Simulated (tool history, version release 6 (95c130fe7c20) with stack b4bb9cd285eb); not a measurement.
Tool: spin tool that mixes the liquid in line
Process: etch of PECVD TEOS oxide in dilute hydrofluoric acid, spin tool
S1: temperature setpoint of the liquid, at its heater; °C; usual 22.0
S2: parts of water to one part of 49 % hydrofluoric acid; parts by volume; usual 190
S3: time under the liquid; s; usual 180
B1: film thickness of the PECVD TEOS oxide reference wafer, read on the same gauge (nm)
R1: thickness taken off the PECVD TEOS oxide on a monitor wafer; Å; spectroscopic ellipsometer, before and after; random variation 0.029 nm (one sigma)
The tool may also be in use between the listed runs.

run	day	S1	S2	S3	B1	R1
1	0.000	19.0	190	180	39.99	73.8
2	1.379	19.0	190	180	40.01	73.8
3	2.283	19.0	190	180	39.97	73.6
4	3.571	22.0	190	180	39.99	82.1
5	4.921	22.0	190	180	40.01	82.8
6	6.196	22.0	190	180	39.99	82.2
7	6.800	22.0	190	120	40.01	55.1
8	8.183	22.0	190	215	40.02	98.5
# day 8.642: thermometer replaced
9	8.812	22.0	190	215	40.01	90.0
10	9.371	22.0	190	215	39.98	89.9
# day 10.050: gauge calibrated
11	10.600	22.0	190	180	40.02	75.2
12	11.154	22.0	190	180	40.02	75.6
13	11.667	26.0	280	215	40.05	64.3
14	12.221	26.0	165	180	40.03	103.4
15	12.871	22.0	190	180	39.99	75.8
16	13.404	22.0	190	130	39.98	54.9
17	13.912	27.0	215	150	39.98	65.3
18	15.250	19.0	275	180	40.00	43.3
19	15.842	24.5	260	215	39.97	67.0
# day 16.496: hydrofluoric acid flow meter replaced
20	17.242	17.5	280	285	39.99	62.9
21	17.992	22.0	190	180	39.99	75.8
22	18.912	22.0	190	180	39.98	76.2
23	19.567	23.5	190	100	40.06	44.7
24	20.229	19.5	190	210	39.99	80.5
25	21.329	22.0	190	210	40.04	88.6

What the log doesn't show, run by run:
hydrofluoric acid flow above the setpoint (%): 0 in every run
gauge reads high (%): 0 in every run
H1: liquid hotter than its thermometer reads (K)
run	H1
1	2.52
2	2.55
3	2.57
4	2.61
5	2.64
6	2.67
7	2.69
8	2.72
9	0.215
10	0.229
11	0.259
12	0.273
13	0.285
14	0.299
15	0.315
16	0.328
17	0.341
18	0.374
19	0.389
20	0.423
21	0.442
22	0.465
23	0.481
24	0.497
25	0.525
